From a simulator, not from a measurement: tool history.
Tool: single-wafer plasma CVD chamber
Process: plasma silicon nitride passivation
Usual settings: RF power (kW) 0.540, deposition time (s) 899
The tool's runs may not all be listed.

run    hour  RF power (kW)  deposition time (s)  wafers since the last listed run  hours since the last RF generator calibration  hours since the showerhead was replaced  hours since the gauge calibration  read-back reference wafer on the same gauge, thickness_nm  mean film thickness on the monitor wafer (angstrom)
  1     0.0          0.540                  815                                 0                                          863.5                                   4797.9                             1218.9                                                   1217.340                                             11261.54
  2    63.8          0.540                  815                                90                                          927.3                                   4861.7                             1282.7                                                   1215.691                                             11315.39
  3   125.4          0.540                  899                                87                                          988.9                                   4923.3                             1344.3                                                   1218.785                                             12388.37
  4   195.3          0.540                  899                                98                                         1058.8                                   4993.2                             1414.2                                                   1220.056                                             12541.38
  5   245.9          0.470                  899                                71                                         1109.4                                   5043.8                             1464.8                                                   1218.212                                             11916.56
  6   289.5          0.470                  899                                61                                         1153.0                                   5087.4                             1508.4                                                   1219.914                                             11883.35
  7   352.3          0.470                  899                                88                                         1215.8                                   5150.2                             1571.2                                                   1222.090                                             11860.78
  8   448.1          0.540                  899                               135                                         1311.6                                   5246.0                             1667.0                                                   1222.855                                             12419.57
  9   520.1          0.540                  899                               101                                         1383.6                                   5318.0                             1739.0                                                   1221.715                                             12524.50
 10   575.6          0.540                  899                                78                                         1439.1                                   5373.5                             1794.5                                                   1226.427                                             12617.91
 11   625.4          0.540                  899                                70                                         1488.9                                   5423.3                             1844.3                                                   1223.784                                             12583.82
 12   651.4          0.585                  899                                36                                         1514.9                                   5449.3                             1870.3                                                   1222.227                                             12959.89
 13   684.3          0.585                  899                                46                                         1547.8                                   5482.2                             1903.2                                                   1226.219                                             12929.87
 14   738.2          0.485                  936                                76                                         1601.7                                   5536.1                             1957.1                                                   1223.329                                             12549.86
 15   795.6          0.485                  936                                81                                         1659.1                                   5593.5                             2014.5                                                   1225.461                                             12617.93
 16   835.4          0.485                  936                                56                                         1698.9                                   5633.3                             2054.3                                                   1225.780                                             12605.67
 17   860.7          0.540                  899                                35                                         1724.2                                   5658.6                             2079.6                                                   1221.416                                             12515.68
 18   927.1          0.540                  899                                93                                         1790.6                                   5725.0                             2146.0                                                   1226.495                                             12570.57
 19  1122.7          0.540                  899                               276                                         1986.2                                   5920.6                             2341.6                                                   1227.878                                             12617.41
 20  1190.7          0.625                  899                                96                                         2054.2                                   5988.6                             2409.6                                                   1226.853                                             13210.86
 21  1237.3          0.540                  899                                65                                         2100.8                                   6035.2                             2456.2                                                   1226.033                                             12666.26
 22  1289.0          0.540                  851                                73                                         2152.5                                   6086.9                             2507.9                                                   1227.309                                             11872.42
 23  1350.9          0.540                  899                                87                                         2214.4                                   6148.8                             2569.8                                                   1228.515                                             12624.75
 24  1383.4          0.540                  899                                45                                         2246.9                                   6181.3                             2602.3                                                   1227.537                                             12557.97
     1513.0  -- showerhead replaced
 25  1530.2          0.470                  765                               196                                         2393.7                                     17.2                             2749.1                                                   1229.321                                             10124.77
 26  1587.1          0.605                  899                                80                                         2450.6                                     74.1                             2806.0                                                   1227.811                                             13075.93
 27  1634.4          0.575                 1006                                66                                         2497.9                                    121.4                             2853.3                                                   1224.918                                             14444.01
     1647.3  -- gauge calibrated
 28  1669.9          0.615                 1047                                50                                         2533.4                                    156.9                               22.6                                                   1172.174                                             14644.09
 29  1714.7          0.540                  990                                63                                         2578.2                                    201.7                               67.4                                                   1173.944                                             13215.51
 30  1773.6          0.470                  776                                83                                         2637.1                                    260.6                              126.3                                                   1178.820                                              9942.44
     1799.2  -- RF generator calibrated
 31  1818.9          0.470                  752                                52                                           19.7                                    305.9                              171.6                                                   1180.022                                              9721.85
 32  1858.1          0.580                  734                                55                                           58.9                                    345.1                              210.8                                                   1181.468                                             10105.40
 33  1896.5          0.605                  899                                54                                           97.3                                    383.5                              249.2                                                   1182.133                                             12667.57
 34  1921.7          0.435                  962                                35                                          122.5                                    408.7                              274.4                                                   1185.844                                             12040.43
 35  1950.2          0.480                  787                                40                                          151.0                                    437.2                              302.9                                                   1185.666                                             10218.18
 36  2018.1          0.570                  768                                95                                          218.9                                    505.1                              370.8                                                   1188.177                                             10539.93
 37  2068.3          0.595                  961                                70                                          269.1                                    555.3                              421.0                                                   1188.926                                             13430.25
 38  2102.8          0.540                  899                                48                                          303.6                                    589.8                              455.5                                                   1190.065                                             12145.31
 39  2128.5          0.490                 1075                                36                                          329.3                                    615.5                              481.2                                                   1189.866                                             14229.34
 40  2304.5          0.470                  835                               248                                          505.3                                    791.5                              657.2                                                   1195.792                                             10873.11
 41  2332.0          0.480                 1022                                38                                          532.8                                    819.0                              684.7                                                   1198.330                                             13246.28
 42  2400.0          0.540                  899                                96                                          600.8                                    887.0                              752.7                                                   1199.609                                             12345.14
 43  2461.3          0.595                  977                                86                                          662.1                                    948.3                              814.0                                                   1199.763                                             13737.18

How the hidden state differs across the entries between the runs, from the last listed run before each to the first after it:
Between runs 24 and 25: showerhead replaced (hour 1513.0)
  gauge reads high (%): 4.08 -> 4.12
  measured less the result without the state, mean film thickness on the monitor wafer (angstrom): +491.85 -> +400.76
Between runs 27 and 28: gauge calibrated (hour 1647.3)
  gauge reads high (%): 4.15 -> -0.578
  measured less the result without the state, mean film thickness on the monitor wafer (angstrom): +575.48 -> -85.15
Between runs 30 and 31: RF generator calibrated (hour 1799.2)
  gauge reads high (%): -0.173 -> -0.00901
  measured less the result without the state, mean film thickness on the monitor wafer (angstrom): -17.26 -> -0.88
